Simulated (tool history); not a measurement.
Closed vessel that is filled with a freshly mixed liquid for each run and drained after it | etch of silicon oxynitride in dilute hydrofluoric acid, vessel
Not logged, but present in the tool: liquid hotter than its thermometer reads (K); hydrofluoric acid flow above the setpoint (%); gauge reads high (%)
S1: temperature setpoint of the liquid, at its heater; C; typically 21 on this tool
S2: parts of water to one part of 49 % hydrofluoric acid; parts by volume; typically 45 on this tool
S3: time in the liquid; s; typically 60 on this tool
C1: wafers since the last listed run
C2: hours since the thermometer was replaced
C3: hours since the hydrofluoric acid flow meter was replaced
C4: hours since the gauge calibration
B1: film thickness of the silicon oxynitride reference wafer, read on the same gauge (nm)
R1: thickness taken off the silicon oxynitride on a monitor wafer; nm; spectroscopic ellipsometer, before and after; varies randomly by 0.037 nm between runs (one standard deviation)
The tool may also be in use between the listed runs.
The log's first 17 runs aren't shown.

Run 18, hour 1342.8: usual settings; C1 4134; C2 442.3; C3 701.2; C4 954; B1 30. Result: R1 5.02 nm.
Run 19, hour 1456.5: usual settings; C1 9402; C2 556; C3 814.9; C4 1067.7; B1 30.01. Result: R1 4.94 nm.
Run 20, hour 1540.4: usual settings but S3 45 s; C1 6938; C2 639.9; C3 898.8; C4 1151.6; B1 30.03. Result: R1 3.73 nm.
Run 21, hour 1602.1: usual settings but S1 22.5 C, S2 55 parts by volume, S3 40 s; C1 5102; C2 701.6; C3 960.5; C4 1213.3; B1 30.01. Result: R1 2.92 nm.
At hour 1688.7: hydrofluoric acid flow meter replaced.
Run 22, hour 1698.5: usual settings but S1 23 C, S2 40 parts by volume; C1 7889; C2 798; C3 9.8; C4 1309.7; B1 30. Result: R1 6.01 nm.
At hour 1768.6: gauge calibrated.
Run 23, hour 1874.8: usual settings but S1 17 C, S2 40 parts by volume; C1 14579; C2 974.3; C3 186.1; C4 106.2; B1 29.99. Result: R1 4.42 nm.
Run 24, hour 1948.6: usual settings but S2 60 parts by volume; C1 6102; C2 1048.1; C3 259.9; C4 180; B1 29.98. Result: R1 3.66 nm.
Run 25, hour 2007.7: usual settings; C1 4887; C2 1107.2; C3 319; C4 239.1; B1 30.03. Result: R1 4.97 nm.
Run 26, hour 2074: usual settings but S3 40 s; C1 5482; C2 1173.5; C3 385.3; C4 305.4; B1 29.97. Result: R1 3.27 nm.
Run 27, hour 2153.4: usual settings but S1 17 C, S3 30 s; C1 6565; C2 1252.9; C3 464.7; C4 384.8; B1 29.97. Result: R1 2.06 nm.
Run 28, hour 2193.2: usual settings but S1 25.5 C, S2 35 parts by volume, S3 85 s; C1 3291; C2 1292.7; C3 504.5; C4 424.6; B1 30.04. Result: R1 11.37 nm.
Run 29, hour 2261.7: usual settings but S2 30 parts by volume; C1 5664; C2 1361.2; C3 573; C4 493.1; B1 30.01. Result: R1 7.58 nm.
Run 30, hour 2359.3: usual settings but S2 60 parts by volume, S3 85 s; C1 8070; C2 1458.8; C3 670.6; C4 590.7; B1 29.99. Result: R1 5.3 nm.
Run 31, hour 2438.3: usual settings but S1 24 C, S2 40 parts by volume, S3 95 s; C1 6532; C2 1537.8; C3 749.6; C4 669.7; B1 30.03. Result: R1 10.55 nm.
Run 32, hour 2514.6: usual settings but S1 17 C, S2 25 parts by volume, S3 40 s; C1 6309; C2 1614.1; C3 825.9; C4 746; B1 30. Result: R1 5.12 nm.
Run 33, hour 2581.3: usual settings but S1 22.5 C, S2 60 parts by volume, S3 85 s; C1 5515; C2 1680.8; C3 892.6; C4 812.7; B1 30.01. Result: R1 5.76 nm.
At hour 2634.8: hydrofluoric acid flow meter replaced.
Run 34, hour 2655.9: usual settings but S1 18.5 C, S2 50 parts by volume; C1 6086; C2 1755.4; C3 21.1; C4 887.3; B1 30.02. Result: R1 3.89 nm.

Predict each of these 3 candidate next runs independently; none follows another, all start after run 34:
Run A, hour 2656.6: usual settings but S1 24 C; C1 57; C2 1756.1; C3 21.8; C4 888; B1 ?. Result: R1 ?.
Run B, hour 2656.6: usual settings but S2 65 parts by volume; C1 57; C2 1756.1; C3 21.8; C4 888; B1 ?. Result: R1 ?.
Run C, hour 2656.6: usual settings but S1 17 C, S2 35 parts by volume, S3 95 s; C1 57; C2 1756.1; C3 21.8; C4 888; B1 ?. Result: R1 ?.

run  B1    R1
  A  30   5.7
  B  30  3.35
  C  30  8.23
Had the tool no hidden state, the same runs would have come out as:
run    R1
  A  5.49
  B  3.23
  C   7.9
